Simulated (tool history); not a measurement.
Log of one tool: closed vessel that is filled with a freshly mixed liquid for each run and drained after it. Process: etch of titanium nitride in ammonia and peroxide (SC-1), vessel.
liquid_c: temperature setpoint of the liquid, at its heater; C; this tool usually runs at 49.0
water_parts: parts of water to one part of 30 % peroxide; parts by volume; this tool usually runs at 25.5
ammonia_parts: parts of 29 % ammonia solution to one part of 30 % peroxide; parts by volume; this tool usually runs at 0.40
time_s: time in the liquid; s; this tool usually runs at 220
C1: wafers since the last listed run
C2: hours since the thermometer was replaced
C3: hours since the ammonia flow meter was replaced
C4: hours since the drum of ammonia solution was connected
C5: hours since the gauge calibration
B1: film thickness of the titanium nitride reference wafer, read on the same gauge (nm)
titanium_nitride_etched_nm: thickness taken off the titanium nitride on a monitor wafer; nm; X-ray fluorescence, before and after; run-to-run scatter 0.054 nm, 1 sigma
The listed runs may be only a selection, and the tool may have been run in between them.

run 1 hour=0.0 | liquid_c=49.0 water_parts=25.5 ammonia_parts=0.40 time_s=220 | C1=0 C2=603.8 C3=500.1 C4=666.6 C5=526.5 | B1=99.93 | titanium_nitride_etched_nm=12.28
-- hour=7.0 thermometer replaced
-- hour=8.2 ammonia flow meter replaced
run 2 hour=13.0 | liquid_c=49.0 water_parts=15.5 ammonia_parts=0.40 time_s=220 | C1=1229 C2=6.0 C3=4.8 C4=679.6 C5=539.5 | B1=99.97 | titanium_nitride_etched_nm=16.77
run 3 hour=27.4 | liquid_c=49.0 water_parts=15.5 ammonia_parts=0.40 time_s=220 | C1=1609 C2=20.4 C3=19.2 C4=694.0 C5=553.9 | B1=100.00 | titanium_nitride_etched_nm=16.54
run 4 hour=54.0 | liquid_c=49.0 water_parts=25.5 ammonia_parts=0.40 time_s=220 | C1=2973 C2=47.0 C3=45.8 C4=720.6 C5=580.5 | B1=100.01 | titanium_nitride_etched_nm=12.63
run 5 hour=70.6 | liquid_c=49.0 water_parts=25.5 ammonia_parts=0.40 time_s=220 | C1=1855 C2=63.6 C3=62.4 C4=737.2 C5=597.1 | B1=100.00 | titanium_nitride_etched_nm=12.62
run 6 hour=87.1 | liquid_c=49.0 water_parts=25.5 ammonia_parts=0.40 time_s=220 | C1=1844 C2=80.1 C3=78.9 C4=753.7 C5=613.6 | B1=100.00 | titanium_nitride_etched_nm=12.50
run 7 hour=111.7 | liquid_c=49.0 water_parts=25.5 ammonia_parts=0.40 time_s=220 | C1=2750 C2=104.7 C3=103.5 C4=778.3 C5=638.2 | B1=100.03 | titanium_nitride_etched_nm=12.63
run 8 hour=125.6 | liquid_c=49.0 water_parts=25.5 ammonia_parts=0.40 time_s=220 | C1=1554 C2=118.6 C3=117.4 C4=792.2 C5=652.1 | B1=100.00 | titanium_nitride_etched_nm=12.46
run 9 hour=142.0 | liquid_c=49.0 water_parts=25.5 ammonia_parts=0.40 time_s=220 | C1=1833 C2=135.0 C3=133.8 C4=808.6 C5=668.5 | B1=100.02 | titanium_nitride_etched_nm=12.53
-- hour=156.8 new drum of ammonia solution connected
run 10 hour=167.1 | liquid_c=40.0 water_parts=35.5 ammonia_parts=0.40 time_s=345 | C1=2694 C2=160.1 C3=158.9 C4=10.3 C5=693.6 | B1=99.98 | titanium_nitride_etched_nm=8.46
-- hour=190.1 gauge calibrated
run 11 hour=192.9 | liquid_c=49.0 water_parts=25.5 ammonia_parts=0.40 time_s=220 | C1=2884 C2=185.9 C3=184.7 C4=36.1 C5=2.8 | B1=100.02 | titanium_nitride_etched_nm=12.46
run 12 hour=207.1 | liquid_c=49.0 water_parts=17.0 ammonia_parts=0.35 time_s=220 | C1=1587 C2=200.1 C3=198.9 C4=50.3 C5=17.0 | B1=100.03 | titanium_nitride_etched_nm=15.34
run 13 hour=238.8 | liquid_c=57.0 water_parts=25.5 ammonia_parts=0.40 time_s=100 | C1=3544 C2=231.8 C3=230.6 C4=82.0 C5=48.7 | B1=100.01 | titanium_nitride_etched_nm=9.75
run 14 hour=271.8 | liquid_c=49.0 water_parts=25.5 ammonia_parts=0.40 time_s=220 | C1=3689 C2=264.8 C3=263.6 C4=115.0 C5=81.7 | B1=100.02 | titanium_nitride_etched_nm=12.43
run 15 hour=306.8 | liquid_c=44.0 water_parts=14.0 ammonia_parts=0.40 time_s=220 | C1=3912 C2=299.8 C3=298.6 C4=150.0 C5=116.7 | B1=100.03 | titanium_nitride_etched_nm=12.13
run 16 hour=337.6 | liquid_c=41.0 water_parts=25.5 ammonia_parts=0.40 time_s=165 | C1=3443 C2=330.6 C3=329.4 C4=180.8 C5=147.5 | B1=99.97 | titanium_nitride_etched_nm=5.24
run 17 hour=356.6 | liquid_c=49.0 water_parts=25.5 ammonia_parts=0.40 time_s=285 | C1=2124 C2=349.6 C3=348.4 C4=199.8 C5=166.5 | B1=99.96 | titanium_nitride_etched_nm=16.01
run 18 hour=380.1 | liquid_c=52.5 water_parts=25.5 ammonia_parts=0.35 time_s=300 | C1=2627 C2=373.1 C3=371.9 C4=223.3 C5=190.0 | B1=99.93 | titanium_nitride_etched_nm=21.06
run 19 hour=408.9 | liquid_c=52.5 water_parts=25.5 ammonia_parts=0.35 time_s=300 | C1=3219 C2=401.9 C3=400.7 C4=252.1 C5=218.8 | B1=100.03 | titanium_nitride_etched_nm=20.76
-- hour=426.5 ammonia flow meter replaced
run 20 hour=434.0 | liquid_c=49.0 water_parts=25.5 ammonia_parts=0.40 time_s=220 | C1=2694 C2=427.0 C3=7.5 C4=277.2 C5=243.9 | B1=100.01 | titanium_nitride_etched_nm=12.23
run 21 hour=459.3 | liquid_c=49.0 water_parts=25.5 ammonia_parts=0.50 time_s=220 | C1=2828 C2=452.3 C3=32.8 C4=302.5 C5=269.2 | B1=99.99 | titanium_nitride_etched_nm=12.73
run 22 hour=485.9 | liquid_c=45.0 water_parts=25.5 ammonia_parts=0.40 time_s=145 | C1=2973 C2=478.9 C3=59.4 C4=329.1 C5=295.8 | B1=100.00 | titanium_nitride_etched_nm=6.08
run 23 hour=502.8 | liquid_c=49.0 water_parts=25.5 ammonia_parts=0.40 time_s=220 | C1=1889 C2=495.8 C3=76.3 C4=346.0 C5=312.7 | B1=99.99 | titanium_nitride_etched_nm=12.22
run 24 hour=529.3 | liquid_c=49.0 water_parts=22.0 ammonia_parts=0.50 time_s=300 | C1=2962 C2=522.3 C3=102.8 C4=372.5 C5=339.2 | B1=100.00 | titanium_nitride_etched_nm=18.88
run 25 hour=561.3 | liquid_c=53.0 water_parts=25.5 ammonia_parts=0.40 time_s=310 | C1=3577 C2=554.3 C3=134.8 C4=404.5 C5=371.2 | B1=100.00 | titanium_nitride_etched_nm=22.79
run 26 hour=581.3 | liquid_c=49.0 water_parts=32.5 ammonia_parts=0.55 time_s=220 | C1=2235 C2=574.3 C3=154.8 C4=424.5 C5=391.2 | B1=100.04 | titanium_nitride_etched_nm=11.26
run 27 hour=628.2 | liquid_c=49.0 water_parts=25.5 ammonia_parts=0.40 time_s=220 | C1=5243 C2=621.2 C3=201.7 C4=471.4 C5=438.1 | B1=100.00 | titanium_nitride_etched_nm=12.26
run 28 hour=656.4 | liquid_c=49.0 water_parts=25.5 ammonia_parts=0.40 time_s=220 | C1=3152 C2=649.4 C3=229.9 C4=499.6 C5=466.3 | B1=99.98 | titanium_nitride_etched_nm=12.17

Branching from run 28: 4 alternative next runs. What would each branch give?
run A hour=657.1 | liquid_c=49.0 water_parts=21.5 ammonia_parts=0.40 time_s=220 | C1=78 C2=650.1 C3=230.6 C4=500.3 C5=467.0 | B1=? | titanium_nitride_etched_nm=?
run B hour=657.1 | liquid_c=49.0 water_parts=14.5 ammonia_parts=0.25 time_s=220 | C1=78 C2=650.1 C3=230.6 C4=500.3 C5=467.0 | B1=? | titanium_nitride_etched_nm=?
run C hour=657.1 | liquid_c=49.0 water_parts=29.0 ammonia_parts=0.60 time_s=140 | C1=78 C2=650.1 C3=230.6 C4=500.3 C5=467.0 | B1=? | titanium_nitride_etched_nm=?
run D hour=657.1 | liquid_c=42.5 water_parts=25.5 ammonia_parts=0.40 time_s=220 | C1=78 C2=650.1 C3=230.6 C4=500.3 C5=467.0 | B1=? | titanium_nitride_etched_nm=?

run=A B1=99.98 titanium_nitride_etched_nm=13.38
run=B B1=99.98 titanium_nitride_etched_nm=15.24
run=C B1=99.98 titanium_nitride_etched_nm=7.76
run=D B1=99.98 titanium_nitride_etched_nm=7.62
Stripped of hidden state, with their random variation kept, the same runs would have yielded:
run=A titanium_nitride_etched_nm=13.90
run=B titanium_nitride_etched_nm=15.84
run=C titanium_nitride_etched_nm=8.06
run=D titanium_nitride_etched_nm=7.93

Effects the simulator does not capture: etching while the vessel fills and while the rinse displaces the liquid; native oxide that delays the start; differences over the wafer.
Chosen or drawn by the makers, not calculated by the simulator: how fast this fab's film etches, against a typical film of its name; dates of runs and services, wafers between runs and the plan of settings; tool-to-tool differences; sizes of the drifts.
